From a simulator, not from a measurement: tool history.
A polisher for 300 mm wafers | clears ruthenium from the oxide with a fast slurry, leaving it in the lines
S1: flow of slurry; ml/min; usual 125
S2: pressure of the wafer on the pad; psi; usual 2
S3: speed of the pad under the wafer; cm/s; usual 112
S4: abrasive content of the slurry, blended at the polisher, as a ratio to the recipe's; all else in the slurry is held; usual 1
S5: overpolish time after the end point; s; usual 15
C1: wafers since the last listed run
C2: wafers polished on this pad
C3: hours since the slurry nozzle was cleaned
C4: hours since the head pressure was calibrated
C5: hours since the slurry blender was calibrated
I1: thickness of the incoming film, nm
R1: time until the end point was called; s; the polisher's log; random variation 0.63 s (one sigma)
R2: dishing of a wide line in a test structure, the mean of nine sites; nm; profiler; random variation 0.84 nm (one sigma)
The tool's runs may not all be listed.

run 1 day=0 | S1=125 S2=2 S3=86 S4=1 S5=15 | C1=0 C2=63 C3=317.7 C4=330.8 C5=229.6 | I1=199.4 | R1=61.4 R2=35.6
run 2 day=0.696 | S1=125 S2=2 S3=86 S4=1 S5=15 | C1=125 C2=188 C3=334.4 C4=347.5 C5=246.3 | I1=199.5 | R1=63.6 R2=37.2
run 3 day=1.321 | S1=125 S2=2 S3=112 S4=0.8 S5=15 | C1=112 C2=301 C3=349.4 C4=362.5 C5=261.3 | I1=200 | R1=56.5 R2=40.1
run 4 day=2.025 | S1=125 S2=1.8 S3=112 S4=1 S5=10 | C1=126 C2=428 C3=366.3 C4=379.4 C5=278.2 | I1=201.5 | R1=55.4 R2=27.7
run 5 day=2.525 | S1=125 S2=1.8 S3=112 S4=1 S5=10 | C1=90 C2=518 C3=378.3 C4=391.4 C5=290.2 | I1=199.1 | R1=56.3 R2=27.2
-- day=3.088 slurry blender recalibrated
run 6 day=3.704 | S1=125 S2=1.8 S3=112 S4=1 S5=10 | C1=197 C2=715 C3=406.6 C4=419.7 C5=14.8 | I1=197.5 | R1=58.3 R2=26.8
-- day=4.021 slurry nozzle cleaned
run 7 day=4.233 | S1=125 S2=2 S3=112 S4=1 S5=15 | C1=87 C2=803 C3=5.1 C4=432.4 C5=27.5 | I1=204.4 | R1=56 R2=42
run 8 day=4.642 | S1=145 S2=1.8 S3=112 S4=0.85 S5=18 | C1=73 C2=877 C3=14.9 C4=442.2 C5=37.3 | I1=199.5 | R1=61.3 R2=43.8
-- day=4.788 head pressure recalibrated
run 9 day=5.167 | S1=110 S2=2 S3=80 S4=1 S5=15 | C1=79 C2=956 C3=27.5 C4=9.1 C5=49.9 | I1=196.4 | R1=76.7 R2=28.8
-- day=5.617 worn pad replaced by a new one
run 10 day=5.708 | S1=155 S2=2 S3=112 S4=1.15 S5=15 | C1=67 C2=16 C3=40.5 C4=22.1 C5=62.9 | I1=202.1 | R1=44.7 R2=49.2
run 11 day=6.342 | S1=170 S2=1.3 S3=112 S4=0.8 S5=23 | C1=114 C2=130 C3=55.7 C4=37.3 C5=78.1 | I1=202.7 | R1=69.9 R2=47.6
run 12 day=6.671 | S1=125 S2=2 S3=112 S4=0.85 S5=11 | C1=59 C2=189 C3=63.6 C4=45.2 C5=86 | I1=202 | R1=53.3 R2=33.4
run 13 day=7.138 | S1=125 S2=2 S3=112 S4=1 S5=15 | C1=84 C2=273 C3=74.8 C4=56.4 C5=97.2 | I1=200.4 | R1=52 R2=44.9
run 14 day=7.792 | S1=80 S2=2 S3=130 S4=1 S5=15 | C1=117 C2=391 C3=90.5 C4=72.1 C5=112.9 | I1=197.9 | R1=50.7 R2=44.8

Measured less the same run without the tool's hidden state. The same run-to-run variation is in both; the gauge's scatter may not be:
The hidden state here: removal rate lost through wear of the pad, %; slurry flow missing at the pad, %; deviation of the head's pressure from its setpoint, %; abrasive missing from the slurry, %.
run=1 R1=+1 R2=-0.5
run=2 R1=+1.8 R2=-1
run=3 R1=+2.4 R2=-1.6
run=4 R1=+3.1 R2=-1.5
run=5 R1=+3.8 R2=-1.8
run=6 R1=+5.4 R2=-2.5
run=7 R1=+5.7 R2=-4.3
run=8 R1=+6.8 R2=-4.7
run=9 R1=+9.4 R2=-3.7
run=10 R1=+0.2 R2=-0.2
run=11 R1=+1.3 R2=-0.8
run=12 R1=+1.3 R2=-0.8
run=13 R1=+1.8 R2=-1.4
run=14 R1=+2.5 R2=-2

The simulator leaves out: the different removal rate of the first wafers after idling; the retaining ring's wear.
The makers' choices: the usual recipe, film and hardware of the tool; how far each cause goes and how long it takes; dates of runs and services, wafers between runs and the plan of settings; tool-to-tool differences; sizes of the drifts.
